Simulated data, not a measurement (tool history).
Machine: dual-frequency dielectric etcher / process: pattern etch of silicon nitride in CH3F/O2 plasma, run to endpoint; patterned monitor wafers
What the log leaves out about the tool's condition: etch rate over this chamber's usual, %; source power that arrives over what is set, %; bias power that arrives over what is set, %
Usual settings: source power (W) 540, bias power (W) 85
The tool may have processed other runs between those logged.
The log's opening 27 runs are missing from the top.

run   hour  source power (W)  bias power (W)  wafers since the last listed run  hours since the last wet clean  hours since the last source power generator calibration  hours since the last bias power generator calibration  hours since the last upper electrode change  incoming incoming film thickness, nm  endpoint time (s)
 28  363.7               540              85                                46                           231.9                                                    129.7                                                   49.9                                        105.1                                 100.5              102.9
 29  374.4               680              66                                59                           242.6                                                    140.4                                                   60.6                                        115.8                                 100.2               96.0
 30  389.1               630              71                                81                           257.3                                                    155.1                                                   75.3                                        130.5                                 100.7               99.3
 31  406.1               540              85                                94                           274.3                                                    172.1                                                   92.3                                        147.5                                  99.9              102.6
 32  414.2               460              66                                45                           282.4                                                    180.2                                                  100.4                                        155.6                                  99.9              120.5
 33  424.3               660              99                                56                           292.5                                                    190.3                                                  110.5                                        165.7                                 100.0               87.8
 34  436.3               640              85                                66                           304.5                                                    202.3                                                  122.5                                        177.7                                  99.9               93.5
 35  445.3               460              70                                50                           313.5                                                    211.3                                                  131.5                                        186.7                                  99.8              119.6

Each row is a separate what-if for the run after 35, all from the same tool condition, not one after another. Results?
  A  445.8               540             100                                 2                           314.0                                                    211.8                                                  132.0                                        187.2                                 100.8                  ?
  B  445.8               680              92                                 2                           314.0                                                    211.8                                                  132.0                                        187.2                                 100.8                  ?
  C  445.8               580              85                                 2                           314.0                                                    211.8                                                  132.0                                        187.2                                 100.8                  ?
  D  445.8               540              71                                 2                           314.0                                                    211.8                                                  132.0                                        187.2                                 100.8                  ?

run  endpoint time (s)
  A               99.6
  B               89.5
  C               99.8
  D              109.0
With no hidden state in the tool, these same runs would have given:
run  endpoint time (s)
  A               96.7
  B               86.9
  C               97.0
  D              105.9
